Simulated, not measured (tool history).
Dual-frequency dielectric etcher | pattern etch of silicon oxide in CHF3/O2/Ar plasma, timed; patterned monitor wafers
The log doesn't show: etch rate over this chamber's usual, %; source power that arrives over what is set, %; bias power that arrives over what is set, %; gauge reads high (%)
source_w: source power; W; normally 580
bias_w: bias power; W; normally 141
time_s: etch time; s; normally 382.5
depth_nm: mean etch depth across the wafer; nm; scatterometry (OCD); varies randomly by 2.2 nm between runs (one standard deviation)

run	hour	source_w	bias_w	time_s	wafers since the last listed run	hours since the last wet clean	hours since the last source power generator calibration	hours since the last bias power generator calibration	hours since the last upper electrode change	hours since the gauge calibration	read-back reference wafer on the same gauge, depth_nm	depth_nm
1	0	580	122	382.5	0	46.5	3125.9	1708.4	3805.1	1311.6	594	665.8
2	67.8	580	141	382.5	341	114.3	3193.7	1776.2	3872.9	1379.4	593.8	711.3
3	128.1	580	141	382.5	303	174.6	3254	1836.5	3933.2	1439.7	593.9	709.4
4	212.9	580	141	382.5	427	259.4	3338.8	1921.3	4018	1524.5	594.2	704.5
5	302.8	580	141	382.5	452	349.3	3428.7	2011.2	4107.9	1614.4	593.8	700
6	343.2	580	141	382.5	203	389.7	3469.1	2051.6	4148.3	1654.8	593.9	697.5
7	414.5	580	126	382.5	359	461	3540.4	2122.9	4219.6	1726.1	594.3	657.8
8	472.6	700	162	416.5	292	519.1	3598.5	2181	4277.7	1784.2	594.1	876.1
# hour 546.3: wet clean of the chamber
9	559.9	580	141	382.5	318	13.6	3685.8	2268.3	4365	1871.5	594.2	717.7
# hour 606.6: gauge calibrated
# hour 718.2: upper electrode replaced
10	874.1	580	141	382.5	1461	327.8	4000	2582.5	155.9	267.5	594.2	704.1
11	962.6	700	120	467	445	416.3	4088.5	2671	244.4	356	594.1	860.1
12	1005.6	580	141	382.5	216	459.3	4131.5	2714	287.4	399	594	700.9
13	1061	580	174	382.5	279	514.7	4186.9	2769.4	342.8	454.4	594	768
14	1121.9	670	166	426	306	575.6	4247.8	2830.3	403.7	515.3	594.3	894.2
# hour 1169.1: bias power generator calibrated
15	1196.3	700	165	274	354	650	4322.2	27.2	478.1	589.7	594.3	580.5
# hour 1245: wet clean of the chamber
16	1272.5	440	155	464	262	27.5	4398.4	103.4	554.3	665.9	594.3	805
# hour 1276.8: source power generator calibrated
17	1364.5	670	125	382.5	443	119.5	87.7	195.4	646.3	757.9	594	720.7
18	1471	580	141	382.5	536	226	194.2	301.9	752.8	864.4	593.9	714.5
19	1563.3	580	141	268.5	464	318.3	286.5	394.2	845.1	956.7	594.1	496.7
20	1660	580	141	454.5	487	415	383.2	490.9	941.8	1053.4	593.7	830.8
21	1745.8	580	153	296	432	500.8	469	576.7	1027.6	1139.2	594.2	564.9
22	1847.8	500	169	382.5	513	602.8	571	678.7	1129.6	1241.2	593.9	711.7
23	1901.4	580	141	382.5	269	656.4	624.6	732.3	1183.2	1294.8	593.8	694.1
# hour 1976.4: wet clean of the chamber
24	1976.9	580	141	313	259	0.5	700.1	807.8	1258.7	1370.3	594	588.3
25	2028.6	540	129	344.5	260	52.2	751.8	859.5	1310.4	1422	594.1	596.1
26	2123.5	580	128	314	477	147.1	846.7	954.4	1405.3	1516.9	593.9	555.1
27	2227.3	580	119	445.5	522	250.9	950.5	1058.2	1509.1	1620.7	593.9	760.5
28	2279.1	640	141	382.5	260	302.7	1002.3	1110	1560.9	1672.5	593.8	737

For some of the steps in depth_nm from one run to the next: how much would appear even if the tool had no hidden state, given the settings, what came in and random variation, and how much remains for the hidden state plus any gauge scatter that the measured result and the result without hidden state don't share?
Run 8 -> 9: source_w 700 -> 580, bias_w 162 -> 141, time_s 416.5 -> 382.5, wet clean of the chamber. depth_nm -158.4 nm: hidden state +29.5, all else -187.9.
Run 14 -> 15: source_w 670 -> 700, bias_w 166 -> 165, time_s 426 -> 274, bias power generator calibrated. depth_nm -313.7 nm: hidden state +7.9, all else -321.6.
Run 15 -> 16: source_w 700 -> 440, bias_w 165 -> 155, time_s 274 -> 464, wet clean of the chamber. depth_nm +224.5 nm: hidden state +23.9, all else +200.6.
Run 19 -> 20: time_s 268.5 -> 454.5. depth_nm +334.1 nm: hidden state -9.4, all else +343.5.
